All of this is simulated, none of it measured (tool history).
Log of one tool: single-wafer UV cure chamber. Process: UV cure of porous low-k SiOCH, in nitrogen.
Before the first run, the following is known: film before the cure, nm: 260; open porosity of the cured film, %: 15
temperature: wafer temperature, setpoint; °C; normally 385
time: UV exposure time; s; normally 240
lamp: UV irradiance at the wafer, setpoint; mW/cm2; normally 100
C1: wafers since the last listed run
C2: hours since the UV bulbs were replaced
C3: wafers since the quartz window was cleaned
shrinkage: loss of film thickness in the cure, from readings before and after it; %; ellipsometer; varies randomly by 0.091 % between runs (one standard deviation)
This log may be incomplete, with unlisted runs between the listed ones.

{"run": 1, "hour": 0.0, "temperature": 385, "time": 240, "lamp": 100, "C1": 0, "C2": 1462.1, "C3": 1318, "shrinkage": 9.201}
{"run": 2, "hour": 15.1, "temperature": 385, "time": 240, "lamp": 100, "C1": 84, "C2": 1477.2, "C3": 1402, "shrinkage": 9.3}
{"run": 3, "hour": 34.6, "temperature": 385, "time": 240, "lamp": 90, "C1": 109, "C2": 1496.7, "C3": 1512, "shrinkage": 8.636}
{"run": 4, "hour": 47.9, "temperature": 385, "time": 240, "lamp": 90, "C1": 74, "C2": 1510, "C3": 1586, "shrinkage": 8.691}
{"run": 5, "hour": 72.8, "temperature": 385, "time": 240, "lamp": 90, "C1": 139, "C2": 1534.9, "C3": 1726, "shrinkage": 8.75}
{"run": 6, "hour": 98.0, "temperature": 391, "time": 240, "lamp": 100, "C1": 141, "C2": 1560.1, "C3": 1867, "shrinkage": 9.211}
{"run": 7, "hour": 115.4, "temperature": 385, "time": 240, "lamp": 100, "C1": 97, "C2": 1577.5, "C3": 1964, "shrinkage": 9.059}
{"run": 8, "hour": 146.6, "temperature": 397, "time": 240, "lamp": 74, "C1": 174, "C2": 1608.7, "C3": 2139, "shrinkage": 8.066}
{"run": 9, "hour": 165.2, "temperature": 397, "time": 240, "lamp": 74, "C1": 104, "C2": 1627.3, "C3": 2243, "shrinkage": 7.995}
{"run": 10, "hour": 179.3, "temperature": 385, "time": 240, "lamp": 100, "C1": 79, "C2": 1641.4, "C3": 2322, "shrinkage": 9.013}
{"run": 11, "hour": 191.3, "temperature": 385, "time": 360, "lamp": 100, "C1": 67, "C2": 1653.4, "C3": 2390, "shrinkage": 10.651}
{"hour": 203.8, "done": "UV bulbs replaced"}
{"run": 12, "hour": 227.0, "temperature": 399, "time": 240, "lamp": 100, "C1": 155, "C2": 23.2, "C3": 2545, "shrinkage": 11.228}
{"hour": 244.1, "done": "quartz window cleaned"}
{"run": 13, "hour": 250.8, "temperature": 375, "time": 180, "lamp": 120, "C1": 88, "C2": 47, "C3": 37, "shrinkage": 10.093}
{"run": 14, "hour": 337.7, "temperature": 399, "time": 375, "lamp": 130, "C1": 486, "C2": 133.9, "C3": 524, "shrinkage": 14.233}
{"run": 15, "hour": 354.1, "temperature": 385, "time": 240, "lamp": 90, "C1": 91, "C2": 150.3, "C3": 616, "shrinkage": 10.306}
{"run": 16, "hour": 388.9, "temperature": 377, "time": 240, "lamp": 100, "C1": 194, "C2": 185.1, "C3": 811, "shrinkage": 10.496}
{"run": 17, "hour": 401.7, "temperature": 366, "time": 155, "lamp": 100, "C1": 71, "C2": 197.9, "C3": 882, "shrinkage": 8.47}
{"run": 18, "hour": 436.3, "temperature": 391, "time": 240, "lamp": 116, "C1": 193, "C2": 232.5, "C3": 1076, "shrinkage": 11.502}
{"run": 19, "hour": 471.8, "temperature": 394, "time": 240, "lamp": 100, "C1": 198, "C2": 268, "C3": 1275, "shrinkage": 10.698}
{"run": 20, "hour": 501.2, "temperature": 385, "time": 240, "lamp": 100, "C1": 164, "C2": 297.4, "C3": 1440, "shrinkage": 10.409}

What would each run have given without the hidden state, its run-to-run variation left as it was?
The tool's hidden condition here consists of: lamp output below its setpoint, %; transmission lost against a clean window, %.
run=1 shrinkage=10.871
run=2 shrinkage=11.008
run=3 shrinkage=10.302
run=4 shrinkage=10.385
run=5 shrinkage=10.489
run=6 shrinkage=11.002
run=7 shrinkage=10.857
run=8 shrinkage=9.85
run=9 shrinkage=9.789
run=10 shrinkage=10.891
run=11 shrinkage=12.629
run=12 shrinkage=11.317
run=13 shrinkage=10.196
run=14 shrinkage=14.423
run=15 shrinkage=10.495
run=16 shrinkage=10.714
run=17 shrinkage=8.684
run=18 shrinkage=11.77
run=19 shrinkage=10.987
run=20 shrinkage=10.718

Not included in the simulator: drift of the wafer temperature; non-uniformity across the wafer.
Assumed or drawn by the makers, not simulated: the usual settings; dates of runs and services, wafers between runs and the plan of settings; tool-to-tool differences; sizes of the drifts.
